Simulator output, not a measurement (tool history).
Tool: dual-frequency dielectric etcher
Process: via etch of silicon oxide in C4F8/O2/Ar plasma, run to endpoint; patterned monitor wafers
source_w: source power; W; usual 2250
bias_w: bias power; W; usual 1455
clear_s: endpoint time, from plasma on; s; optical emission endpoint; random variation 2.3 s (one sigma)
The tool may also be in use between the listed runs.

run    day  source_w  bias_w  wafers since the last listed run  hours since the last wet clean  hours since the last source power generator calibration  hours since the last bias power generator calibration  hours since the last upper electrode change  incoming incoming film thickness, nm  clear_s
  1  0.000      2250    1455                                 0                           416.3                                                   3861.7                                                 3668.5                                       4531.7                                1466.6    287.0
  2  3.971      2250    1455                               656                           511.6                                                   3957.0                                                 3763.8                                       4627.0                                1488.4    289.1
  3  4.646      2250    1455                               111                           527.8                                                   3973.2                                                 3780.0                                       4643.2                                1468.8    285.1
     6.079  -- upper electrode replaced
  4  6.100      2250    1455                                75                           562.7                                                   4008.1                                                 3814.9                                          0.5                                1487.0    287.3
     6.354  -- bias power generator calibrated
  5  6.375      2250    1455                                17                           569.3                                                   4014.7                                                    0.5                                          7.1                                1469.2    284.2
     6.575  -- source power generator calibrated
  6  7.621      1990    1455                               178                           599.2                                                     25.1                                                   30.4                                         37.0                                1477.5    301.6
  7  8.354      1990    1455                               121                           616.8                                                     42.7                                                   48.0                                         54.6                                1474.2    298.1
     9.975  -- wet clean of the chamber
  8  9.996      2250    1455                               106                             0.5                                                     82.1                                                   87.4                                         94.0                                1476.3    274.6

Run 9 comes next. What will it give?
  9  10.012      2250    1455                                 2                             0.9                                                     82.5                                                   87.8                                         94.4                                1483.5        ?

{"run 9": {"clear_s": 276.9}}
Without the tool's hidden state the same run would have given clear_s 295.1 s.
